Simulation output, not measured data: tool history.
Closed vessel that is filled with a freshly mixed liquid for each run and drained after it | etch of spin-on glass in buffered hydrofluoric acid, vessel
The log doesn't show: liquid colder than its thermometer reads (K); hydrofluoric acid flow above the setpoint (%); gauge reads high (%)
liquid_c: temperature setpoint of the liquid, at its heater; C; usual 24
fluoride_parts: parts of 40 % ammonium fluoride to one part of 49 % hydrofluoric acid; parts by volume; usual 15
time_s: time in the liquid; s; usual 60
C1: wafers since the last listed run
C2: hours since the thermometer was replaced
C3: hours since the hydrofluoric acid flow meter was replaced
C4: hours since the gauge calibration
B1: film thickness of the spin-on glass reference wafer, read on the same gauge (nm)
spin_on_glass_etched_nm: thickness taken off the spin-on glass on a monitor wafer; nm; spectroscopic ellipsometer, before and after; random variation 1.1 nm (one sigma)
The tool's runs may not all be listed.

Run 1, day 0: usual settings but liquid_c 26 C; C1 0; C2 738.9; C3 1746.9; C4 132.9; B1 100.02. Result: spin_on_glass_etched_nm 149.35 nm.
Run 2, day 0.675: usual settings but liquid_c 26 C; C1 1457; C2 755.1; C3 1763.1; C4 149.1; B1 100. Result: spin_on_glass_etched_nm 149.14 nm.
Run 3, day 0.971: usual settings but liquid_c 26 C; C1 638; C2 762.2; C3 1770.2; C4 156.2; B1 100.01. Result: spin_on_glass_etched_nm 150.19 nm.
Run 4, day 1.662: usual settings but liquid_c 28 C, fluoride_parts 18.5 parts by volume; C1 1493; C2 778.8; C3 1786.8; C4 172.8; B1 100. Result: spin_on_glass_etched_nm 135.11 nm.
Run 5, day 2.408: usual settings but liquid_c 28 C, fluoride_parts 18.5 parts by volume; C1 1610; C2 796.7; C3 1804.7; C4 190.7; B1 100.03. Result: spin_on_glass_etched_nm 136 nm.
Run 6, day 2.892: usual settings but liquid_c 22.5 C; C1 1043; C2 808.3; C3 1816.3; C4 202.3; B1 100.03. Result: spin_on_glass_etched_nm 122.28 nm.
Run 7, day 3.304: usual settings but liquid_c 22.5 C; C1 890; C2 818.2; C3 1826.2; C4 212.2; B1 99.99. Result: spin_on_glass_etched_nm 122.85 nm.
Run 8, day 3.754: usual settings; C1 971; C2 829; C3 1837; C4 223; B1 99.97. Result: spin_on_glass_etched_nm 133.1 nm.
Run 9, day 4.133: usual settings; C1 818; C2 838.1; C3 1846.1; C4 232.1; B1 100.03. Result: spin_on_glass_etched_nm 133.55 nm.
Run 10, day 4.425: usual settings; C1 629; C2 845.1; C3 1853.1; C4 239.1; B1 100.02. Result: spin_on_glass_etched_nm 133.96 nm.
At day 5.962: hydrofluoric acid flow meter replaced.
Run 11, day 6.158: usual settings; C1 3653; C2 886.7; C3 4.7; C4 280.7; B1 100.06. Result: spin_on_glass_etched_nm 130.18 nm.
Run 12, day 6.433: usual settings; C1 593; C2 893.3; C3 11.3; C4 287.3; B1 99.99. Result: spin_on_glass_etched_nm 131.49 nm.
Run 13, day 6.858: usual settings; C1 917; C2 903.5; C3 21.5; C4 297.5; B1 99.98. Result: spin_on_glass_etched_nm 130.24 nm.
Run 14, day 7.421: usual settings; C1 1214; C2 917; C3 35; C4 311; B1 100. Result: spin_on_glass_etched_nm 132.85 nm.
Run 15, day 7.842: usual settings but time_s 35 s; C1 908; C2 927.1; C3 45.1; C4 321.1; B1 100.02. Result: spin_on_glass_etched_nm 76.7 nm.
Run 16, day 8.288: usual settings but time_s 35 s; C1 962; C2 937.8; C3 55.8; C4 331.8; B1 100.02. Result: spin_on_glass_etched_nm 77.04 nm.
At day 8.875: thermometer replaced.
Run 17, day 8.896: usual settings but liquid_c 29 C, fluoride_parts 10.5 parts by volume, time_s 85 s; C1 1223; C2 0.5; C3 70.4; C4 346.4; B1 100.01. Result: spin_on_glass_etched_nm 322.66 nm.
Run 18, day 9.542: usual settings but liquid_c 25.5 C; C1 1394; C2 16; C3 85.9; C4 361.9; B1 100.02. Result: spin_on_glass_etched_nm 134.29 nm.
Run 19, day 9.958: usual settings but liquid_c 29 C, fluoride_parts 11 parts by volume; C1 899; C2 26; C3 95.9; C4 371.9; B1 99.99. Result: spin_on_glass_etched_nm 219.11 nm.
At day 10.862: gauge calibrated.
Run 20, day 12.054: usual settings but liquid_c 19.5 C, fluoride_parts 12 parts by volume; C1 4526; C2 76.3; C3 146.2; C4 28.6; B1 100. Result: spin_on_glass_etched_nm 117.04 nm.
Run 21, day 12.658: usual settings but liquid_c 20 C; C1 1304; C2 90.8; C3 160.7; C4 43.1; B1 100. Result: spin_on_glass_etched_nm 97.72 nm.
At day 12.896: thermometer replaced, repeated, since the last time left the tool worse.
Run 22, day 13.262: usual settings but liquid_c 20 C, fluoride_parts 9.5 parts by volume, time_s 75 s; C1 1214; C2 8.8; C3 175.2; C4 57.6; B1 99.97. Result: spin_on_glass_etched_nm 224.18 nm.
Run 23, day 13.521: usual settings but liquid_c 20 C; C1 557; C2 15; C3 181.4; C4 63.8; B1 100. Result: spin_on_glass_etched_nm 114.86 nm.
Run 24, day 13.967: usual settings but liquid_c 28 C, fluoride_parts 12 parts by volume, time_s 30 s; C1 962; C2 25.7; C3 192.1; C4 74.5; B1 100.03. Result: spin_on_glass_etched_nm 109.57 nm.
Run 25, day 14.6: usual settings but liquid_c 20.5 C, fluoride_parts 18.5 parts by volume, time_s 40 s; C1 1367; C2 40.9; C3 207.3; C4 89.7; B1 99.99. Result: spin_on_glass_etched_nm 64.56 nm.
Run 26, day 15.296: usual settings; C1 1502; C2 57.6; C3 224; C4 106.4; B1 100.02. Result: spin_on_glass_etched_nm 143.79 nm.
Run 27, day 15.821: usual settings but liquid_c 28.5 C, time_s 45 s; C1 1133; C2 70.2; C3 236.6; C4 119; B1 99.99. Result: spin_on_glass_etched_nm 136.37 nm.
Run 28, day 16.408: usual settings but liquid_c 27.5 C, fluoride_parts 20 parts by volume, time_s 45 s; C1 1268; C2 84.3; C3 250.7; C4 133.1; B1 100.02. Result: spin_on_glass_etched_nm 99.09 nm.
Run 29, day 17.121: usual settings but liquid_c 26 C, fluoride_parts 20.5 parts by volume, time_s 35 s; C1 1538; C2 101.4; C3 267.8; C4 150.2; B1 99.96. Result: spin_on_glass_etched_nm 70.23 nm.
Run 30, day 18.471: usual settings but liquid_c 28 C, fluoride_parts 18.5 parts by volume; C1 2915; C2 133.8; C3 300.2; C4 182.6; B1 99.97. Result: spin_on_glass_etched_nm 144.23 nm.
Run 31, day 18.988: usual settings but liquid_c 22.5 C, fluoride_parts 18.5 parts by volume, time_s 30 s; C1 1115; C2 146.2; C3 312.6; C4 195; B1 99.95. Result: spin_on_glass_etched_nm 53.49 nm.
Run 32, day 19.608: usual settings but fluoride_parts 20.5 parts by volume; C1 1340; C2 161.1; C3 327.5; C4 209.9; B1 99.99. Result: spin_on_glass_etched_nm 107.14 nm.

The same runs without the tool's hidden state, with the same run-to-run variation:
run  spin_on_glass_etched_nm
  1                   162.26
  2                   162.21
  3                   163.53
  4                   147.14
  5                   148.35
  6                   133.92
  7                    134.7
  8                   145.89
  9                   146.53
 10                   147.08
 11                   143.48
 12                      145
 13                    143.7
 14                   146.75
 15                    84.81
 16                    85.28
 17                   380.65
 18                   159.25
 19                   259.06
 20                   140.53
 21                   117.41
 22                   225.94
 23                   115.83
 24                   110.57
 25                    65.25
 26                   145.53
 27                   138.12
 28                   100.48
 29                    71.34
 30                   146.87
 31                    54.56
 32                   109.45
